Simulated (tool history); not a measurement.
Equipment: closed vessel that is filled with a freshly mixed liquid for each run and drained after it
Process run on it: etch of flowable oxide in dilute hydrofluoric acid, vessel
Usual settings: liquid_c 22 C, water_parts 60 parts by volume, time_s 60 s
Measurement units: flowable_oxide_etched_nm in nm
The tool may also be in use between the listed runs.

run	hour	liquid_c	water_parts	time_s	wafers since the last listed run	hours since the thermometer was replaced	hours since the hydrofluoric acid flow meter was replaced	hours since the gauge calibration	read-back film thickness of the flowable oxide reference wafer, read on the same gauge (nm)	flowable_oxide_etched_nm
1	0	22	60	60	0	1023.3	345.1	382.7	60	67.52
2	41.7	22	60	60	6143	1065	386.8	424.4	60	67.37
3	104.5	22	60	60	9251	1127.8	449.6	487.2	60.01	66.69
4	144.8	22	60	60	5937	1168.1	489.9	527.5	59.99	66.79
5	245.4	22	60	60	14820	1268.7	590.5	628.1	60.04	66.28
6	322.1	24	60	60	11299	1345.4	667.2	704.8	60	72.37
7	363.6	23	60	60	6113	1386.9	708.7	746.3	60.03	69.3
# hour 445.4: hydrofluoric acid flow meter replaced
8	462.9	22	60	60	14481	1486.2	17.5	845.6	60.01	66.4
9	542.3	22	60	60	11697	1565.6	96.9	925	59.95	65.02
# hour 567.9: gauge calibrated
10	623.8	22	60	60	12006	1647.1	178.4	55.9	60.03	65.23
11	670.2	22	60	60	6835	1693.5	224.8	102.3	60	65.07
12	730.9	20	50	75	8942	1754.2	285.5	163	59.96	90.27
13	816.5	17	50	75	12610	1839.8	371.1	248.6	59.95	78.78
14	890.9	23.5	60	60	10960	1914.2	445.5	323	60.02	69.31
15	966.6	22	60	60	11152	1989.9	521.2	398.7	60.01	64.21
16	1015.3	23.5	35	30	7174	2038.6	569.9	447.4	59.99	60.43
# hour 1048.6: thermometer replaced
17	1083.6	22	50	60	9914	35	638.2	515.7	60.03	83.79
# hour 1220.4: hydrofluoric acid flow meter replaced
18	1240	22	60	60	22893	191.4	19.6	672.1	59.97	68.51
19	1304.6	23.5	80	45	9516	256	84.2	736.7	60	39.95
20	1401.3	22	60	60	14245	352.7	180.9	833.4	60	67.83
21	1508.9	19.5	30	90	15851	460.3	288.5	941	60	189.23
# hour 1539.1: gauge calibrated
22	1595.1	22	60	60	12699	546.5	374.7	56	60.02	67.39
23	1657.9	24.5	90	40	9251	609.3	437.5	118.8	59.97	32.13

Each row is a separate what-if for the run after 23, all from the same tool condition, not one after another. Results?
A	1658.6	22	75	60	103	610	438.2	119.5	?	?
B	1658.6	24	60	90	103	610	438.2	119.5	?	?
C	1658.6	20.5	45	80	103	610	438.2	119.5	?	?
D	1658.6	22	45	30	103	610	438.2	119.5	?	?
E	1658.6	22	70	60	103	610	438.2	119.5	?	?

run	read-back film thickness of the flowable oxide reference wafer, read on the same gauge (nm)	flowable_oxide_etched_nm
A	59.99	53.19
B	59.99	110.33
C	59.99	114.99
D	59.99	45.96
E	59.99	57.33
What these runs would have given with no unlogged condition in the tool:
run	flowable_oxide_etched_nm
A	55.68
B	115.47
C	120.56
D	48.16
E	60.02
